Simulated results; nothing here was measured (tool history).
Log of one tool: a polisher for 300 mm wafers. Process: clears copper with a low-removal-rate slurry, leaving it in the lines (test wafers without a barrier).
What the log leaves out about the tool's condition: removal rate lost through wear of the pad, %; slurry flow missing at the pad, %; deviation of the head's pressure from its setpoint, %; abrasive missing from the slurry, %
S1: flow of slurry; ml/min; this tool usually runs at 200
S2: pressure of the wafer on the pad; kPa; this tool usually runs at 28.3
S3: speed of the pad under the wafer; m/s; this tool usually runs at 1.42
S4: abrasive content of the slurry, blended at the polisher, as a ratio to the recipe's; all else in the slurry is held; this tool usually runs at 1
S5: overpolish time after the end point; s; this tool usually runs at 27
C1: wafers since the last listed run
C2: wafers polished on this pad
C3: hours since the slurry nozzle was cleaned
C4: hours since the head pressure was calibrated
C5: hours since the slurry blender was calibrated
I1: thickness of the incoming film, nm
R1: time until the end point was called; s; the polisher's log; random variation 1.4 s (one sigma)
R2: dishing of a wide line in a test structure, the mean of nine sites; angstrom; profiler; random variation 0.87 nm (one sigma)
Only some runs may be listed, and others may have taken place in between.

| run | day | S1 | S2 | S3 | S4 | S5 | C1 | C2 | C3 | C4 | C5 | I1 | R1 | R2 |
|---|---|---|---|---|---|---|---|---|---|---|---|---|---|---|
| 1 | 0 | 200 | 28.3 | 1.42 | 1 | 27 | 0 | 1048 | 221.3 | 570.9 | 46.6 | 496.1 | 94.3 | 487 |
| 2 | 2.454 | 200 | 28.3 | 1.42 | 1 | 27 | 339 | 1388 | 280.2 | 629.8 | 105.5 | 491.2 | 92.9 | 486 |
| 3 | 4.688 | 200 | 28.3 | 1.42 | 1 | 27 | 309 | 1697 | 333.8 | 683.4 | 159.1 | 489.8 | 93.9 | 474 |
| 4 | 8.288 | 165 | 28.3 | 1.42 | 0.9 | 27 | 498 | 2195 | 420.2 | 769.8 | 245.5 | 495.7 | 99.7 | 462 |
| 5 | 15.558 | 200 | 37.2 | 1.42 | 1 | 27 | 1005 | 3201 | 594.7 | 944.3 | 420 | 489.7 | 72.7 | 518 |
| 6 | 17.892 | 200 | 28.3 | 1.6 | 1 | 27 | 322 | 3523 | 650.7 | 1000.3 | 476 | 488.7 | 83.2 | 494 |
| 7 | 20.646 | 200 | 28.3 | 1.06 | 1 | 27 | 381 | 3905 | 716.8 | 1066.4 | 542.1 | 483.9 | 128.9 | 453 |
| 8 | 22.467 | 200 | 28.3 | 1.42 | 1 | 27 | 251 | 4156 | 760.5 | 1110.1 | 585.8 | 498.1 | 96.9 | 475 |
|  | 24.229 | slurry nozzle cleaned |
| 9 | 26.142 | 220 | 28.3 | 1.22 | 1 | 40 | 502 | 4659 | 45.9 | 1198.3 | 674 | 489.4 | 112.6 | 489 |
|  | 27.971 | worn pad replaced by a new one |
| 10 | 28.917 | 200 | 28.3 | 1.42 | 1.15 | 27 | 360 | 130 | 112.5 | 1264.9 | 740.6 | 497.3 | 99.7 | 495 |
|  | 29.112 | slurry blender recalibrated |
| 11 | 30.846 | 200 | 28.3 | 1.42 | 0.75 | 27 | 255 | 385 | 158.8 | 1311.2 | 41.6 | 483.4 | 95.2 | 453 |
|  | 31.612 | head pressure recalibrated |
| 12 | 32.871 | 200 | 21.4 | 1.42 | 1 | 27 | 268 | 654 | 207.4 | 30.2 | 90.2 | 487.8 | 123.1 | 427 |
| 13 | 36.05 | 200 | 22.1 | 1.42 | 1 | 12 | 439 | 1094 | 283.7 | 106.5 | 166.5 | 487.2 | 119.9 | 296 |
| 14 | 39.721 | 200 | 19.3 | 1.1 | 1 | 27 | 507 | 1602 | 371.8 | 194.6 | 254.6 | 489.8 | 180.7 | 371 |
| 15 | 43.571 | 160 | 28.3 | 1.42 | 1 | 27 | 532 | 2135 | 464.2 | 287 | 347 | 480.3 | 96.4 | 469 |
| 16 | 47.267 | 220 | 28.3 | 1.42 | 1 | 27 | 511 | 2646 | 552.9 | 375.7 | 435.7 | 498.1 | 94.1 | 483 |
| 17 | 49.833 | 200 | 28.3 | 1.42 | 1 | 27 | 355 | 3001 | 614.5 | 437.3 | 497.3 | 495.5 | 95.5 | 484 |
| 18 | 54.079 | 200 | 28.3 | 1.42 | 1 | 27 | 587 | 3589 | 716.4 | 539.2 | 599.2 | 497.3 | 97.1 | 470 |
|  | 56.521 | slurry nozzle cleaned |
| 19 | 57.975 | 200 | 28.3 | 1.42 | 1 | 17 | 533 | 4122 | 34.9 | 632.7 | 692.7 | 489.6 | 98.4 | 395 |
|  | 58.967 | slurry blender recalibrated |
| 20 | 60.092 | 200 | 28.3 | 1.72 | 1 | 41 | 281 | 4403 | 85.7 | 683.5 | 27 | 487.4 | 74.7 | 516 |
|  | 61.154 | worn pad replaced by a new one |
| 21 | 63.704 | 155 | 28.3 | 1.42 | 1 | 27 | 476 | 353 | 172.4 | 770.2 | 113.7 | 487.2 | 96.1 | 460 |
| 22 | 67.712 | 235 | 28.3 | 1.42 | 1 | 27 | 554 | 907 | 268.6 | 866.4 | 209.9 | 481.2 | 89.2 | 483 |
| 23 | 70.046 | 150 | 28.3 | 1.42 | 1 | 35 | 322 | 1230 | 324.6 | 922.4 | 265.9 | 491.2 | 96.3 | 496 |
| 24 | 73.617 | 200 | 28.3 | 1.42 | 1 | 27 | 494 | 1724 | 410.3 | 1008.1 | 351.6 | 496.2 | 97.4 | 457 |
| 25 | 75.175 | 200 | 28.3 | 1.16 | 1 | 42 | 215 | 1940 | 447.7 | 1045.5 | 389 | 482.9 | 118.3 | 487 |
| 26 | 77.8 | 200 | 28.3 | 1.42 | 1 | 37 | 363 | 2303 | 510.7 | 1108.5 | 452 | 492.2 | 98.4 | 481 |
| 27 | 81.679 | 200 | 28.3 | 1.6 | 1.15 | 34 | 536 | 2840 | 603.8 | 1201.6 | 545.1 | 480.7 | 83.3 | 505 |

5 ways to go on from here, each from the tool as it stands after run 27. What would each give?
| A | 81.7 | 200 | 35.2 | 1.42 | 1 | 27 | 2 | 2842 | 604.3 | 1202.1 | 545.6 | 498.5 | ? | ? |
| B | 81.7 | 180 | 35.9 | 1.82 | 1 | 14 | 2 | 2842 | 604.3 | 1202.1 | 545.6 | 498.5 | ? | ? |
| C | 81.7 | 175 | 33.8 | 1.42 | 0.9 | 22 | 2 | 2842 | 604.3 | 1202.1 | 545.6 | 498.5 | ? | ? |
| D | 81.7 | 200 | 28.3 | 1.42 | 1.2 | 27 | 2 | 2842 | 604.3 | 1202.1 | 545.6 | 498.5 | ? | ? |
| E | 81.7 | 140 | 32.4 | 1.42 | 0.9 | 40 | 2 | 2842 | 604.3 | 1202.1 | 545.6 | 498.5 | ? | ? |

| run | R1 | R2 |
|---|---|---|
| A | 79.2 | 501 |
| B | 61.6 | 459 |
| C | 85.5 | 473 |
| D | 95.9 | 476 |
| E | 93 | 511 |
Without the tool's hidden state the same runs would have given:
| run | R1 | R2 |
|---|---|---|
| A | 75.5 | 505 |
| B | 58.7 | 465 |
| C | 81.5 | 478 |
| D | 91.4 | 481 |
| E | 88.7 | 513 |
